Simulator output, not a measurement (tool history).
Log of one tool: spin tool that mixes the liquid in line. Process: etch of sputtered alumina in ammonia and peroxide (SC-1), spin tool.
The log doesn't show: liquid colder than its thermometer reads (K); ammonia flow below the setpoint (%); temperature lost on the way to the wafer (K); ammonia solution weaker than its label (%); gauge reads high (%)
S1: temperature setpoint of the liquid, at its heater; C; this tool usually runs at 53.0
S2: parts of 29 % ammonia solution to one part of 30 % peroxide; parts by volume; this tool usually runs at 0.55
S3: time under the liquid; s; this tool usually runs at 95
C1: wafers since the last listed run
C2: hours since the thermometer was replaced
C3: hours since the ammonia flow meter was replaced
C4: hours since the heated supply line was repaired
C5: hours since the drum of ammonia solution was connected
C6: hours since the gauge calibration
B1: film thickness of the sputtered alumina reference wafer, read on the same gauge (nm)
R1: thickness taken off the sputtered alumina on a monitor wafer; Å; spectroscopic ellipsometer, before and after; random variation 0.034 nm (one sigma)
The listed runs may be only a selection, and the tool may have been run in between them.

run	hour	S1	S2	S3	C1	C2	C3	C4	C5	C6	B1	R1
1	0.0	53.0	0.55	95	0	27.1	933.0	661.9	32.3	2830.5	59.981	37.06
2	101.0	58.0	0.55	95	789	128.1	1034.0	762.9	133.3	2931.5	59.994	46.57
# hour 106.4: heated supply line repaired
3	193.7	53.0	0.55	95	717	220.8	1126.7	87.3	226.0	3024.2	59.979	38.25
4	286.0	53.0	0.55	95	721	313.1	1219.0	179.6	318.3	3116.5	60.028	38.41
5	327.6	60.0	0.70	110	325	354.7	1260.6	221.2	359.9	3158.1	59.990	64.85
# hour 353.1: ammonia flow meter replaced
6	374.9	53.0	0.55	95	362	402.0	21.8	268.5	407.2	3205.4	60.003	37.26
7	442.3	53.0	0.55	95	527	469.4	89.2	335.9	474.6	3272.8	59.979	37.04
8	699.5	53.0	0.40	95	2011	726.6	346.4	593.1	731.8	3530.0	59.985	34.73
# hour 745.8: heated supply line repaired
9	782.7	60.5	0.35	95	642	809.8	429.6	36.9	815.0	3613.2	60.008	53.57
10	820.1	45.0	0.55	95	292	847.2	467.0	74.3	852.4	3650.6	60.018	23.77
# hour 874.7: new drum of ammonia solution connected
11	899.9	53.0	0.55	130	616	927.0	546.8	154.1	25.2	3730.4	60.008	50.50
# hour 954.8: gauge calibrated
12	991.8	44.5	0.35	65	718	1018.9	638.7	246.0	117.1	37.0	59.988	14.75
13	1078.5	45.5	0.75	70	678	1105.6	725.4	332.7	203.8	123.7	60.001	17.93
14	1182.8	44.5	0.65	125	815	1209.9	829.7	437.0	308.1	228.0	60.003	28.87
15	1260.8	53.0	0.65	95	610	1287.9	907.7	515.0	386.1	306.0	60.007	35.57
16	1350.8	53.0	0.45	60	703	1377.9	997.7	605.0	476.1	396.0	60.022	21.19
17	1420.4	53.0	0.55	140	544	1447.5	1067.3	674.6	545.7	465.6	59.981	50.31
18	1459.5	46.0	0.55	95	305	1486.6	1106.4	713.7	584.8	504.7	60.017	22.65
# hour 1474.8: heated supply line repaired
# hour 1487.5: thermometer replaced
19	1510.1	58.0	0.55	95	380	22.6	1157.0	35.3	635.4	555.3	59.978	51.80
20	1567.2	53.0	0.35	55	446	79.7	1214.1	92.4	692.5	612.4	60.018	21.90
21	1660.5	47.5	0.55	95	729	173.0	1307.4	185.7	785.8	705.7	59.998	28.33
22	1754.0	56.0	0.55	150	731	266.5	1400.9	279.2	879.3	799.2	59.998	70.38
# hour 1840.6: new drum of ammonia solution connected
23	1841.1	50.0	0.55	75	673	353.6	1488.0	366.3	0.5	886.3	60.006	25.44
# hour 1855.8: ammonia flow meter replaced
24	1912.5	53.0	0.55	95	550	425.0	56.7	437.7	71.9	957.7	60.032	37.12

The logged runs with the hidden state left out (each run's random variation unchanged):
run	R1
1	40.53
2	51.61
3	39.72
4	40.52
5	68.67
6	39.88
7	40.11
8	39.27
9	57.01
10	25.63
11	54.99
12	16.41
13	20.24
14	33.24
15	41.15
16	24.88
17	59.79
18	27.35
19	52.32
20	22.33
21	29.38
22	73.97
23	27.20
24	40.11
